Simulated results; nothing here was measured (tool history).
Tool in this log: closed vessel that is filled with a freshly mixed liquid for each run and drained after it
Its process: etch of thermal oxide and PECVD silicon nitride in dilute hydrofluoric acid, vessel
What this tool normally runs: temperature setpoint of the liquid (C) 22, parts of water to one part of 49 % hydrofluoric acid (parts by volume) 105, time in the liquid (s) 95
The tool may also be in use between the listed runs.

run	hour	temperature setpoint of the liquid (C)	parts of water to one part of 49 % hydrofluoric acid (parts by volume)	time in the liquid (s)	wafers since the last listed run	hours since the thermometer was replaced	hours since the hydrofluoric acid flow meter was replaced	hours since the gauge calibration	read-back film thickness of the thermal oxide reference wafer, read on the same gauge (nm)	read-back film thickness of the PECVD silicon nitride reference wafer, read on the same gauge (nm)	thickness taken off the thermal oxide on a monitor wafer (nm)	thickness taken off the PECVD silicon nitride on a monitor wafer (nm)
1	0	22	105	50	0	2735	1093.4	4.9	99.975	149.975	1.888	1.024
2	10.7	22	105	50	1164	2745.7	1104.1	15.6	100.006	149.989	1.9	1.036
3	28.1	22	105	50	1893	2763.1	1121.5	33	99.97	150	1.891	1.041
4	43.7	22	105	95	1697	2778.7	1137.1	48.6	99.991	150.001	3.582	1.964
5	55.2	22	105	95	1251	2790.2	1148.6	60.1	100.01	149.991	3.587	1.956
6	74.9	22	105	95	2143	2809.9	1168.3	79.8	100.029	149.985	3.585	1.927
7	85.4	22	105	95	1142	2820.4	1178.8	90.3	99.998	150.011	3.573	1.941
8	97.5	22	140	95	1316	2832.5	1190.9	102.4	99.986	149.987	2.586	1.457
9	108.7	22	140	95	1218	2843.7	1202.1	113.6	99.987	149.992	2.563	1.421
10	121.6	22	90	95	1403	2856.6	1215	126.5	100	149.982	4.246	2.263
11	130.9	22	75	125	1011	2865.9	1224.3	135.8	99.984	150.001	6.849	3.497
12	145.6	23.5	80	70	1599	2880.6	1239	150.5	100.019	150.008	3.794	2.044
# hour 157: hydrofluoric acid flow meter replaced
# hour 163.9: thermometer replaced
# hour 163.9: gauge calibrated
13	164.4	22	105	95	1827	0.5	7.4	0.5	99.986	149.986	4.123	2.174
14	171	22	105	95	718	7.1	14	7.1	100.002	150.004	4.162	2.224
15	180	22	55	135	979	16.1	23	16.1	99.992	149.985	11.835	6.032
16	189.3	22	60	60	1011	25.4	32.3	25.4	100.002	149.997	4.787	2.393
17	198	20.5	105	95	946	34.1	41	34.1	99.999	150.015	3.87	2.013
18	214.5	22	105	95	1795	50.6	57.5	50.6	100.007	149.985	4.082	2.112

For some of the steps in thickness taken off the thermal oxide on a monitor wafer (nm) from one run to the next: how much would appear even if the tool had no hidden state, given the settings, what came in and random variation, and how much remains for the hidden state plus any gauge scatter that the measured result and the result without hidden state don't share?
Unlogged tool condition in this case: liquid hotter than its thermometer reads (K); hydrofluoric acid flow below the setpoint (%); gauge reads high (%).
Run 12 -> 13: temperature setpoint of the liquid (C) 23.5 -> 22, parts of water to one part of 49 % hydrofluoric acid (parts by volume) 80 -> 105, time in the liquid (s) 70 -> 95, hydrofluoric acid flow meter replaced, thermometer replaced, gauge calibrated. thickness taken off the thermal oxide on a monitor wafer (nm) +0.329: hidden state +0.587, all else -0.258.
Run 14 -> 15: parts of water to one part of 49 % hydrofluoric acid (parts by volume) 105 -> 55, time in the liquid (s) 95 -> 135. thickness taken off the thermal oxide on a monitor wafer (nm) +7.673: hidden state -0.029, all else +7.702.

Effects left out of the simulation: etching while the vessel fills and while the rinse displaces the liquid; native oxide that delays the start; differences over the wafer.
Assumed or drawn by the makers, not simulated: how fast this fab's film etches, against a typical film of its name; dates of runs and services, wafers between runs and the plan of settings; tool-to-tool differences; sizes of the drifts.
